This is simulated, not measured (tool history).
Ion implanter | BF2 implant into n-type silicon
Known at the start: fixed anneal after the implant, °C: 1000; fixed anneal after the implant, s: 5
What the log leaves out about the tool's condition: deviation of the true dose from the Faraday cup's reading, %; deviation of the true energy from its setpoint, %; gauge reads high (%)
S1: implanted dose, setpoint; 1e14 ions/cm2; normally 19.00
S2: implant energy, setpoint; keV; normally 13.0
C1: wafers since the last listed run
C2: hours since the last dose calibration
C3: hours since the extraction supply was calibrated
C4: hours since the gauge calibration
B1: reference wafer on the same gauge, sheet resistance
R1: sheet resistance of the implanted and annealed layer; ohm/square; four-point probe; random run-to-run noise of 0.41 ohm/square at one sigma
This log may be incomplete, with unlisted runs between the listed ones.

run    hour     S1    S2    C1      C2      C3      C4      B1      R1
  1     0.0  19.00  13.0     0  2401.1  4071.3  1765.8  315.00  268.19
  2    44.2  17.77  13.0  1073  2445.3  4115.5  1810.0  314.84  270.98
  3    81.6  19.00  15.0   907  2482.7  4152.9  1847.4  314.88  248.47
      134.6  -- Faraday cup replaced and dose calibrated
  4   136.2  21.81  13.0  1131     1.6  4207.5  1902.0  314.95  261.62
  5   204.3  19.00  13.0  1653    69.7  4275.6  1970.1  314.88  266.85
  6   261.5  19.00  13.0  1388   126.9  4332.8  2027.3  314.97  266.75
  7   328.0  19.00  16.0  1614   193.4  4399.3  2093.8  315.20  238.14
      351.7  -- extraction supply calibrated
  8   372.0  19.00  16.0   873   237.4    20.3  2137.8  315.12  244.12
  9   437.4  19.00  16.0  1587   302.8    85.7  2203.2  314.98  244.59
 10   496.7  19.00  16.5  1439   362.1   145.0  2262.5  314.99  239.64
 11   559.9  19.00  16.5  1534   425.3   208.2  2325.7  314.90  240.17
 12   620.7  19.00  16.5  1476   486.1   269.0  2386.5  314.97  240.28
 13   656.8  19.00  13.0   876   522.2   305.1  2422.6  314.95  273.42
 14   706.9  15.10  13.0  1216   572.3   355.2  2472.7  314.90  282.38
 15   740.3  19.00  13.0   810   605.7   388.6  2506.1  315.12  272.07
      759.9  -- gauge calibrated
 16   768.9  21.60  11.5   694   634.3   417.2     9.0  315.21  285.96
 17   801.1  23.88  13.0   781   666.5   449.4    41.2  315.11  265.35
 18   830.4  23.07  15.0   711   695.8   478.7    70.5  315.00  246.75
 19   902.3  21.57   9.5  1745   767.7   550.6   142.4  315.06  315.40
 20   972.4  22.22  13.0  1701   837.8   620.7   212.5  314.88  267.81
 21  1033.8  16.79  10.0  1490   899.2   682.1   273.9  315.07  316.72
 22  1101.7  19.00  16.0  1648   967.1   750.0   341.8  314.91  244.38
 23  1160.3  19.00  13.0  1422  1025.7   808.6   400.4  314.96  273.22
 24  1203.1  19.00  13.0  1039  1068.5   851.4   443.2  314.80  273.09
 25  1241.7  19.00  15.0   937  1107.1   890.0   481.8  314.77  253.18
 26  1290.4  19.00  14.5  1182  1155.8   938.7   530.5  314.79  258.04
 27  1345.3  19.00  13.0  1332  1210.7   993.6   585.4  314.74  273.48

Predict the results of run 28:
 28  1369.8  19.00  13.0  594  1235.2  1018.1  609.9   ?   ?

{"run 28": {"B1": 315.02, "R1": 273.61}}
Were there no unlogged condition in the tool, this run, its random variation unchanged, would have produced R1 272.57 ohm/square.
